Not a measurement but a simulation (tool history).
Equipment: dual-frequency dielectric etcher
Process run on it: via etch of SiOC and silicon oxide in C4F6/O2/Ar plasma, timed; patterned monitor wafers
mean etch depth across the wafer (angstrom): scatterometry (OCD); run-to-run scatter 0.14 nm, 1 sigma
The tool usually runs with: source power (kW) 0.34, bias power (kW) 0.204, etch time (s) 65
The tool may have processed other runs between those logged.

run,hour,source power (kW),bias power (kW),etch time (s),wafers since the last listed run,hours since the last wet clean,hours since the last source power generator calibration,hours since the last bias power generator calibration,hours since the last upper electrode change,hours since the gauge calibration,"read-back reference wafer on the same gauge, depth_nm",mean etch depth across the wafer (angstrom)
1,0,0.36,0.204,65,0,214.1,1551,1871.5,4158.9,224,80.2,731
2,13.3,0.34,0.204,65,217,227.4,1564.3,1884.8,4172.2,237.3,80.1,709
3,24,0.34,0.204,65,174,238.1,1575,1895.5,4182.9,248,80.1,704
4,41,0.34,0.204,65,277,255.1,1592,1912.5,4199.9,265,80.1,707
5,50.7,0.34,0.204,65,158,264.8,1601.7,1922.2,4209.6,274.7,80.1,708
6,66,0.34,0.204,65,249,280.1,1617,1937.5,4224.9,290,80.1,706
7,80.6,0.34,0.204,65,238,294.7,1631.6,1952.1,4239.5,304.6,80.1,707
8,87.1,0.34,0.204,65,106,301.2,1638.1,1958.6,4246,311.1,80.1,706
9,96.4,0.34,0.19,65,151,310.5,1647.4,1967.9,4255.3,320.4,80.1,692
# hour 102.9: source power generator calibrated
10,104.8,0.34,0.204,78,71,318.9,1.9,1976.3,4263.7,328.8,80.1,849
11,115.5,0.34,0.204,78,174,329.6,12.6,1987,4274.4,339.5,80.1,852
# hour 139.8: wet clean of the chamber
# hour 159.2: upper electrode replaced, of another model than before
12,159.7,0.34,0.204,59,12,19.9,56.8,2031.2,0.5,383.7,80.1,633
13,160.1,0.34,0.204,59,6,20.3,57.2,2031.6,0.9,384.1,80.1,635
14,160.8,0.36,0.204,65,11,21,57.9,2032.3,1.6,384.8,80.1,734
15,172.5,0.26,0.181,81.5,191,32.7,69.6,2044,13.3,396.5,80.1,625
16,198.4,0.39,0.204,65,422,58.6,95.5,2069.9,39.2,422.4,80.1,783
# hour 203.9: bias power generator calibrated
17,207.6,0.3,0.204,65,84,67.8,104.7,3.7,48.4,431.6,80.1,624
18,214.5,0.34,0.204,65,112,74.7,111.6,10.6,55.3,438.5,80.1,698
19,229.1,0.34,0.244,81,238,89.3,126.2,25.2,69.9,453.1,80.1,932
20,236.9,0.34,0.204,78.5,127,97.1,134,33,77.7,460.9,80.1,849
21,245.8,0.42,0.222,70.5,145,106,142.9,41.9,86.6,469.8,80.1,925
22,261.1,0.29,0.204,47.5,249,121.3,158.2,57.2,101.9,485.1,80.1,439
23,268.9,0.34,0.204,59,127,129.1,166,65,109.7,492.9,80.1,637
# hour 272.6: gauge calibrated
24,283.8,0.26,0.181,81.5,243,144,180.9,79.9,124.6,11.2,80.1,630
25,298.3,0.28,0.204,65,236,158.5,195.4,94.4,139.1,25.7,80.1,578
26,314.9,0.34,0.232,72.5,271,175.1,212,111,155.7,42.3,80.1,828
27,328.1,0.3,0.232,46.5,215,188.3,225.2,124.2,168.9,55.5,80.1,471
28,335.5,0.27,0.204,65,120,195.7,232.6,131.6,176.3,62.9,80.1,556
29,342,0.34,0.204,83,106,202.2,239.1,138.1,182.8,69.4,80.1,900
30,356.7,0.4,0.243,65,240,216.9,253.8,152.8,197.5,84.1,80.1,857
31,363.5,0.27,0.154,65,111,223.7,260.6,159.6,204.3,90.9,80.1,501

3 ways to go on from here, each from the tool as it stands after run 31. What would each give?
A,363.9,0.34,0.204,65,6,224.1,261,160,204.7,91.3,?,?
B,363.9,0.27,0.218,46.5,6,224.1,261,160,204.7,91.3,?,?
C,363.9,0.32,0.204,81.5,6,224.1,261,160,204.7,91.3,?,?

run,"read-back reference wafer on the same gauge, depth_nm",mean etch depth across the wafer (angstrom)
A,80.1,705
B,80.1,407
C,80.1,836
What these runs would have given with no unlogged condition in the tool:
run,mean etch depth across the wafer (angstrom)
A,695
B,401
C,825
